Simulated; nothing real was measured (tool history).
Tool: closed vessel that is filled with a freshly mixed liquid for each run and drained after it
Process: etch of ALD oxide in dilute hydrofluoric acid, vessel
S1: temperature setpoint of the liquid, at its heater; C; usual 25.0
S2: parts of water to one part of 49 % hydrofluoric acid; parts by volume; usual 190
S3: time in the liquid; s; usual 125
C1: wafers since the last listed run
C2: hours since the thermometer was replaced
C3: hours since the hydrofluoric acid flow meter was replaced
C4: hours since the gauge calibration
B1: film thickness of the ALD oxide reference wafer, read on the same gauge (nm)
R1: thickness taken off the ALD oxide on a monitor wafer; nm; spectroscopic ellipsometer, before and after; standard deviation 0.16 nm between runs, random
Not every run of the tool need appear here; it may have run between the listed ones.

run     day    S1   S2   S3     C1      C2      C3      C4      B1     R1
  1   0.000  25.0  190  125      0  1648.1  1319.3     4.4  129.99  15.16
  2   4.042  25.0  190  125   5790  1745.1  1416.3   101.4  129.98  15.11
  3   8.221  25.0  190  125   5987  1845.4  1516.6   201.7  129.97  15.27
  4  10.517  24.0  190  125   3289  1900.5  1571.7   256.8  130.02  14.30
  5  14.825  24.0  190  125   6172  2003.9  1675.1   360.2  130.00  14.25
  6  17.379  22.0  190  125   3659  2065.2  1736.4   421.5  130.00  13.61
  7  18.962  22.0  190  125   2268  2103.2  1774.4   459.5  129.99  13.20
  8  21.004  22.0  190  125   2925  2152.2  1823.4   508.5  130.02  13.22
  9  22.938  25.0  190   90   2769  2198.6  1869.8   554.9  129.99  10.66
 10  26.354  25.0  190  125   4895  2280.6  1951.8   636.9  130.04  14.66
     30.004  -- hydrofluoric acid flow meter replaced
 11  30.604  26.0  190  125   6029  2382.6    14.4   738.9  130.04  16.40
 12  32.971  20.5  230  125   3390  2439.4    71.2   795.7  129.96  10.28
 13  37.417  29.5  100  200   6369  2546.1   177.9   902.4  130.05  62.76
     44.517  -- thermometer replaced
 14  50.612  28.5  120  180  18846   146.3   494.6  1219.1  129.96  46.17
 15  52.921  25.0  190  180   3307   201.7   550.0  1274.5  130.05  23.80
 16  55.125  25.0  190  125   3157   254.6   602.9  1327.4  129.99  16.31
     57.033  -- gauge calibrated
 17  58.142  25.0  190  125   4322   327.0   675.3    26.6  129.97  16.39
 18  60.592  25.0  190  125   3510   385.8   734.1    85.4  130.04  16.14
 19  64.154  29.0  255   65   5104   471.3   819.6   170.9  130.02   6.80
 20  68.558  25.0  100  125   6309   577.0   925.3   276.6  130.01  33.49
 21  70.783  25.0  190  125   3187   630.4   978.7   330.0  130.05  16.08
 22  74.267  29.0  190  125   4990   714.0  1062.3   413.6  130.02  18.61

Predict each of these 4 candidate next runs independently; none follows another, all start after run 22:
  A  74.296  25.0  140  125  41  714.7  1063.0  414.3   ?   ?
  B  74.296  22.0  130  185  41  714.7  1063.0  414.3   ?   ?
  C  74.296  27.5  145   75  41  714.7  1063.0  414.3   ?   ?
  D  74.296  22.5  250   65  41  714.7  1063.0  414.3   ?   ?

run      B1     R1
  A  129.98  22.37
  B  129.98  32.09
  C  129.98  14.15
  D  129.98   5.26
What these runs would have given with no unlogged condition in the tool:
run     R1
  A  24.27
  B  34.83
  C  15.35
  D   5.72
